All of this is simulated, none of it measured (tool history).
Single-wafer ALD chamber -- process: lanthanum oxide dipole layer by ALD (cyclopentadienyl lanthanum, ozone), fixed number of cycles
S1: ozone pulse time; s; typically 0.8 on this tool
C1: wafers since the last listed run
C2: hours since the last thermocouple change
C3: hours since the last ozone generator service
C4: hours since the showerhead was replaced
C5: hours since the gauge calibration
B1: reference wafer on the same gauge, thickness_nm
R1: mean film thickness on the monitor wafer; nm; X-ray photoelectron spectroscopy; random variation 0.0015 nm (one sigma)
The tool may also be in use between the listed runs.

run   hour    S1    C1      C2      C3      C4     C5     B1     R1
  1      0  0.57     0  2446.9   600.7  7025.7  329.9  0.549  0.315
  2   30.8  0.91   438  2477.7   631.5  7056.5  360.7  0.549  0.491
  3   45.8  0.91   213  2492.7   646.5  7071.5  375.7  0.548  0.488
  4   70.8  0.91   355  2517.7   671.5  7096.5  400.7  0.549  0.482
      82.5  -- gauge calibrated
  5  105.7   0.8   496  2552.6   706.4  7131.4   23.2  0.549  0.448
  6  128.4   0.8   322  2575.3   729.1  7154.1   45.9  0.549  0.445
  7  148.8   0.8   290  2595.7   749.5  7174.5   66.3  0.549  0.444
  8  179.6   0.8   438  2626.5   780.3  7205.3   97.1  0.549  0.446
  9  191.8   0.8   173  2638.7   792.5  7217.5  109.3  0.548  0.445
 10  212.9   0.8   300  2659.8   813.6  7238.6  130.4  0.549  0.444
 11  226.2   0.8   189  2673.1   826.9  7251.9  143.7  0.548  0.445
 12  251.9   0.8   365  2698.8   852.6  7277.6  169.4  0.549  0.443
 13  277.9   0.8   369  2724.8   878.6  7303.6  195.4  0.549  0.444
     314.1  -- thermocouple changed; heater temperature recalibrated
 14  314.6   0.8   408     0.5   915.3  7340.3  232.1  0.549  0.442
 15  333.9   0.8   274    19.8   934.6  7359.6  251.4  0.549  0.439
 16  356.9  0.51   327    42.8   957.6  7382.6  274.4  0.549  0.253
 17  382.5  0.56   364    68.4   983.2  7408.2    300  0.549  0.295
 18  401.6  1.01   271    87.5  1002.3  7427.3  319.1  0.548  0.507
 19  432.4  0.63   438   118.3  1033.1  7458.1  349.9  0.549  0.347
 20    466   0.8   478   151.9  1066.7  7491.7  383.5  0.549   0.44
     486.7  -- showerhead replaced
 21  501.1   0.8   385     187  1101.8    14.4  418.6  0.549  0.437
     525.4  -- ozone generator serviced
     526.7  -- gauge calibrated
 22  534.5   0.5   361   220.4     9.1    47.8    7.8  0.549  0.267
 23  566.9   0.9   461   252.8    41.5    80.2   40.2  0.549  0.498
 24  585.2   0.8   260   271.1    59.8    98.5   58.5  0.549  0.462
 25  602.3  0.66   243   288.2    76.9   115.6   75.6  0.549  0.394
 26  622.8  0.68   291   308.7    97.4   136.1   96.1  0.549  0.404
 27  656.9  0.94   485   342.8   131.5   170.2  130.2   0.55  0.507
 28  748.2   0.8  1299   434.1   222.8   261.5  221.5  0.549  0.458
 29  776.2  1.07   398   462.1   250.8   289.5  249.5  0.549  0.529

Had the tool no unlogged condition, and each run kept its random variation, what would the results have been?
Unlogged tool condition in this case: wafer temperature above the value expected at the setpoint (K); ozone dose above that of a generator just serviced (%); gauge reads high (%).
run     R1
  1  0.335
  2  0.507
  3  0.505
  4  0.499
  5  0.469
  6  0.466
  7  0.466
  8  0.469
  9  0.468
 10  0.468
 11  0.469
 12  0.468
 13   0.47
 14  0.468
 15  0.466
 16   0.28
 17  0.324
 18  0.529
 19  0.379
 20   0.47
 21  0.468
 22   0.27
 23  0.501
 24  0.466
 25  0.399
 26   0.41
 27  0.511
 28  0.466
 29  0.535
